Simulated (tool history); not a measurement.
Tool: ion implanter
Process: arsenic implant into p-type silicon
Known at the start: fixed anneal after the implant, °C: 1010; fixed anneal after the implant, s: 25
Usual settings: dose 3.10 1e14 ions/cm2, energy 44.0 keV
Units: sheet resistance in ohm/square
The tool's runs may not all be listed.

| run | day | dose | energy | wafers since the last listed run | hours since the last dose calibration | hours since the extraction supply was calibrated | hours since the gauge calibration | read-back reference wafer on the same gauge, sheet resistance | sheet resistance |
|---|---|---|---|---|---|---|---|---|---|
| 1 | 0.000 | 3.73 | 44.0 | 0 | 1398.4 | 5952.7 | 117.7 | 290.03 | 239.85 |
| 2 | 0.658 | 3.10 | 44.0 | 201 | 1414.2 | 5968.5 | 133.5 | 289.96 | 277.09 |
| 3 | 1.262 | 3.10 | 44.0 | 184 | 1428.7 | 5983.0 | 148.0 | 290.00 | 277.65 |
| 4 | 2.329 | 3.10 | 44.0 | 326 | 1454.3 | 6008.6 | 173.6 | 289.93 | 276.48 |
| 5 | 3.075 | 3.67 | 34.0 | 228 | 1472.2 | 6026.5 | 191.5 | 290.09 | 252.80 |
| 6 | 3.692 | 3.67 | 34.0 | 188 | 1487.0 | 6041.3 | 206.3 | 290.01 | 252.54 |
|  | 3.767 | gauge calibrated |
| 7 | 4.171 | 3.67 | 34.0 | 146 | 1498.5 | 6052.8 | 9.7 | 290.04 | 253.20 |
| 8 | 4.829 | 3.10 | 44.0 | 201 | 1514.3 | 6068.6 | 25.5 | 290.01 | 275.98 |
| 9 | 5.188 | 3.10 | 44.0 | 109 | 1522.9 | 6077.2 | 34.1 | 289.89 | 275.91 |
| 10 | 5.696 | 3.10 | 44.0 | 155 | 1535.1 | 6089.4 | 46.3 | 290.04 | 275.92 |
| 11 | 6.258 | 2.18 | 59.5 | 172 | 1548.6 | 6102.9 | 59.8 | 289.93 | 342.37 |
| 12 | 6.608 | 2.74 | 53.0 | 107 | 1557.0 | 6111.3 | 68.2 | 289.99 | 294.25 |
|  | 7.467 | Faraday cup replaced and dose calibrated |
| 13 | 7.488 | 2.28 | 28.5 | 167 | 0.5 | 6132.4 | 89.3 | 290.01 | 380.33 |
| 14 | 7.629 | 3.41 | 35.0 | 43 | 3.9 | 6135.8 | 92.7 | 290.03 | 273.24 |
| 15 | 8.312 | 3.10 | 44.0 | 209 | 20.3 | 6152.2 | 109.1 | 289.99 | 284.01 |
|  | 8.788 | extraction supply calibrated |
| 16 | 8.808 | 3.10 | 44.0 | 49 | 32.2 | 0.5 | 121.0 | 289.97 | 284.87 |
| 17 | 9.050 | 2.69 | 38.5 | 73 | 38.0 | 6.3 | 126.8 | 289.99 | 321.13 |
| 18 | 9.621 | 2.57 | 51.0 | 174 | 51.7 | 20.0 | 140.5 | 290.06 | 318.65 |
| 19 | 10.017 | 3.10 | 44.0 | 121 | 61.2 | 29.5 | 150.0 | 289.95 | 284.48 |
| 20 | 10.588 | 2.36 | 51.5 | 174 | 74.9 | 43.2 | 163.7 | 289.91 | 338.91 |
| 21 | 11.000 | 2.80 | 36.5 | 126 | 84.8 | 53.1 | 173.6 | 289.98 | 313.82 |

The tool's hidden state at each run:
deviation of the true energy from its setpoint, %: 0 in every run
gauge reads high (%): 0 in every run
H1: deviation of the true dose from the Faraday cup's reading, %
| run | H1 |
|---|---|
| 1 | 3.64 |
| 2 | 3.69 |
| 3 | 3.73 |
| 4 | 3.81 |
| 5 | 3.86 |
| 6 | 3.91 |
| 7 | 3.94 |
| 8 | 3.99 |
| 9 | 4.01 |
| 10 | 4.05 |
| 11 | 4.09 |
| 12 | 4.12 |
| 13 | 0.263 |
| 14 | 0.273 |
| 15 | 0.323 |
| 16 | 0.358 |
| 17 | 0.376 |
| 18 | 0.417 |
| 19 | 0.445 |
| 20 | 0.486 |
| 21 | 0.516 |

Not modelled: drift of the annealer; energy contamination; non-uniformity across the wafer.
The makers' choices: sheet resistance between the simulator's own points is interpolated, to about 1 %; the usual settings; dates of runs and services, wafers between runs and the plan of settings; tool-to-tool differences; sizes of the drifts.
